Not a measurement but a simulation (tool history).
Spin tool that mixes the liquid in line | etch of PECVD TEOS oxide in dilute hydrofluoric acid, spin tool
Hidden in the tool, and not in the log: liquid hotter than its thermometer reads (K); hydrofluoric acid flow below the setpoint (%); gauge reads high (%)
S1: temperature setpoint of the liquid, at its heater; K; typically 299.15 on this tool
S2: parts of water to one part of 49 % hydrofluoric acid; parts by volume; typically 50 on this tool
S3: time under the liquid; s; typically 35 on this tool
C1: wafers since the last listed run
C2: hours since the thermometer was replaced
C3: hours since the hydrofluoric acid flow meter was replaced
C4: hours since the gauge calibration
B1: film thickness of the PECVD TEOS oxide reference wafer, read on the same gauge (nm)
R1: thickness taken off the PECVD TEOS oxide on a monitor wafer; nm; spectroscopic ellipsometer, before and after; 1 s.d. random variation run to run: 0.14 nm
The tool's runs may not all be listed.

run   hour      S1  S2  S3   C1      C2      C3     C4     B1     R1
  1      0  299.15  50  35    0    2057  1971.1  246.4  50.01  18.02
  2     31  299.15  50  35  264    2088  2002.1  277.4     50  17.74
  3   59.8  299.15  50  35  246  2116.8  2030.9  306.2  50.02  17.96
  4     78  299.15  50  35  155    2135  2049.1  324.4     50  17.86
  5   94.1  299.15  50  35  137  2151.1  2065.2  340.5  50.01  17.77
  6  125.3  299.15  50  35  266  2182.3  2096.4  371.7  49.99  17.84
  7  150.1  299.15  50  30  211  2207.1  2121.2  396.5  50.02  15.24
  8    164  299.15  50  35  118    2221  2135.1  410.4     50  17.89
  9  192.1  299.15  50  35  240  2249.1  2163.2  438.5     50  17.75
 10  260.7  299.15  50  35  586  2317.7  2231.8  507.1     50  17.51
 11  290.4  299.15  50  35  253  2347.4  2261.5  536.8  49.99  17.53
 12  324.7  299.15  50  35  293  2381.7  2295.8  571.1     50  17.61
     338.5  -- gauge calibrated
     346.6  -- hydrofluoric acid flow meter replaced
 13  350.5  299.15  50  35  211  2407.5     3.9     12  50.02   20.1
 14  362.7  299.15  50  35  104  2419.7    16.1   24.2  49.98  19.96
 15  379.7  297.65  65  20  145  2436.7    33.1   41.2     50   8.09
 16  406.2  301.15  75  35  226  2463.2    59.6   67.7  50.02  13.84
 17  435.6  299.15  50  35  251  2492.6      89   97.1     50  19.88
 18  457.1  297.15  30  20  183  2514.1   110.5  118.6  50.01  17.98
     472.9  -- thermometer replaced
 19  492.3  302.65  50  35  292    19.4   145.7  153.8  49.98  22.79
 20  523.4  299.15  50  35  265    50.5   176.8  184.9  50.01  19.73
 21  548.7  299.15  50  35  216    75.8   202.1  210.2  50.01  19.81
 22  568.3  303.15  55  20  167    95.4   221.7  229.8  49.99  11.95
 23  641.9  299.15  50  35  629     169   295.3  303.4  50.01  19.72
 24  654.9  302.65  35  20  111     182   308.3  316.4  49.97  18.87
 25  689.4  299.15  50  35  294   216.5   342.8  350.9  49.98  19.64
 26  716.5  299.15  50  35  231   243.6   369.9    378  49.99  19.55
 27  742.4  299.15  75  25  221   269.5   395.8  403.9  49.97   8.99
 28  767.3  299.15  45  40  212   294.4   420.7  428.8     50  25.01
 29  802.7  302.65  60  45  302   329.8   456.1  464.2  49.97  23.64

Take each entry between the runs: how does the hidden state at the last listed run before it differ from the hidden state at the first listed run after it?
Run 12 -> run 13: gauge calibrated (hour 338.5); hydrofluoric acid flow meter replaced (hour 346.6)
  hydrofluoric acid flow below the setpoint (%): 11.8 -> 0.769
  measured value less the no-hidden-state value, R1: -2.54 -> -0.16 nm
Run 18 -> run 19: thermometer replaced (hour 472.9)
  hydrofluoric acid flow below the setpoint (%): 1.28 -> 1.44
  measured value less the no-hidden-state value, R1: -0.24 -> -0.36 nm
